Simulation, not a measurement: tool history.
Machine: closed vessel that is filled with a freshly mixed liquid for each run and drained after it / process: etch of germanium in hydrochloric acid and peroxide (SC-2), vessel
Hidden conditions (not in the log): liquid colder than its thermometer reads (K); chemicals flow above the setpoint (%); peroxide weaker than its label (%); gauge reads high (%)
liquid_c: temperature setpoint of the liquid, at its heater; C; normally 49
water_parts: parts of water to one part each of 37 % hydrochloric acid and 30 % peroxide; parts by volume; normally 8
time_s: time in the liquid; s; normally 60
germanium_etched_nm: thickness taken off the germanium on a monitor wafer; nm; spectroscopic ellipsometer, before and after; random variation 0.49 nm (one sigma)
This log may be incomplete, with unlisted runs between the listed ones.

| run | day | liquid_c | water_parts | time_s | wafers since the last listed run | hours since the thermometer was replaced | hours since the chemicals flow meter was replaced | hours since the drum of peroxide was connected | hours since the gauge calibration | read-back film thickness of the germanium reference wafer, read on the same gauge (nm) | germanium_etched_nm |
|---|---|---|---|---|---|---|---|---|---|---|---|
| 1 | 0 | 49 | 8 | 60 | 0 | 103.4 | 1519 | 216.5 | 1787.4 | 90 | 142.56 |
| 2 | 1.5 | 49 | 5 | 60 | 4859 | 139.4 | 1555 | 252.5 | 1823.4 | 89.99 | 144.32 |
| 3 | 4.354 | 46 | 8 | 60 | 9246 | 207.9 | 1623.5 | 321 | 1891.9 | 89.99 | 129.34 |
| 4 | 6.621 | 46 | 8 | 60 | 7342 | 262.3 | 1677.9 | 375.4 | 1946.3 | 90.02 | 128.19 |
|  | 7.421 | chemicals flow meter replaced |
| 5 | 9.442 | 46 | 8 | 60 | 9003 | 330 | 48.5 | 443.1 | 2014 | 89.99 | 128.08 |
| 6 | 12.417 | 49 | 10.5 | 60 | 9637 | 401.4 | 119.9 | 514.5 | 2085.4 | 90 | 137.81 |
| 7 | 13.471 | 49 | 10.5 | 60 | 3415 | 426.7 | 145.2 | 539.8 | 2110.7 | 89.98 | 138.07 |
| 8 | 15.667 | 49 | 10.5 | 60 | 7113 | 479.4 | 197.9 | 592.5 | 2163.4 | 89.99 | 138.07 |
| 9 | 16.95 | 49 | 8 | 60 | 4157 | 510.2 | 228.7 | 623.3 | 2194.2 | 89.99 | 141.31 |
| 10 | 18.038 | 49 | 8 | 35 | 3522 | 536.3 | 254.8 | 649.4 | 2220.3 | 89.99 | 81.49 |
|  | 19.425 | new drum of peroxide connected |
| 11 | 20.433 | 46 | 8 | 60 | 7626 | 593.8 | 312.3 | 24.2 | 2277.8 | 89.99 | 127.84 |
| 12 | 22.95 | 49 | 11 | 35 | 8152 | 654.2 | 372.7 | 84.6 | 2338.2 | 90 | 79.45 |
|  | 24.954 | gauge calibrated |
| 13 | 25.117 | 49 | 8 | 60 | 7018 | 706.2 | 424.7 | 136.6 | 3.9 | 90.02 | 140.56 |
| 14 | 28.075 | 49 | 10.5 | 60 | 9583 | 777.2 | 495.7 | 207.6 | 74.9 | 90 | 136.61 |
| 15 | 30.117 | 57 | 7 | 80 | 6614 | 826.2 | 544.7 | 256.6 | 123.9 | 90 | 241.42 |
| 16 | 32.933 | 44 | 11 | 70 | 9124 | 893.8 | 612.3 | 324.2 | 191.5 | 89.99 | 134.94 |
| 17 | 34.962 | 42.5 | 6 | 95 | 6573 | 942.5 | 661 | 372.9 | 240.2 | 89.99 | 180.46 |
| 18 | 36.662 | 47 | 8 | 60 | 5507 | 983.3 | 701.8 | 413.7 | 281 | 90.01 | 131.7 |
| 19 | 39.117 | 44 | 5.5 | 50 | 7950 | 1042.2 | 760.7 | 472.6 | 339.9 | 90.01 | 99.88 |
| 20 | 42.004 | 40.5 | 8 | 50 | 9354 | 1111.5 | 830 | 541.9 | 409.2 | 90 | 87.77 |
|  | 47.367 | thermometer replaced |
| 21 | 48.525 | 58.5 | 8 | 60 | 20989 | 27.8 | 986.5 | 698.4 | 565.7 | 90.01 | 191 |
| 22 | 50.358 | 57.5 | 10 | 40 | 5939 | 71.8 | 1030.5 | 742.4 | 609.7 | 90 | 121.69 |
|  | 52.883 | new drum of peroxide connected |
| 23 | 56.162 | 49 | 8 | 60 | 18667 | 211.1 | 1169.8 | 78.7 | 749 | 90.01 | 141.97 |
| 24 | 59.104 | 49 | 4.5 | 60 | 9529 | 281.7 | 1240.4 | 149.3 | 819.6 | 89.99 | 145.42 |

Forecast run 25:
| 25 | 60.229 | 49 | 10.5 | 60 | 3644 | 308.7 | 1267.4 | 176.3 | 846.6 | ? | ? |

Run 25 produced read-back film thickness of the germanium reference wafer, read on the same gauge (nm) 90.02, germanium_etched_nm 138.1 nm.
The same run, on a tool lacking any hidden state, would have yielded germanium_etched_nm 139.32 nm.
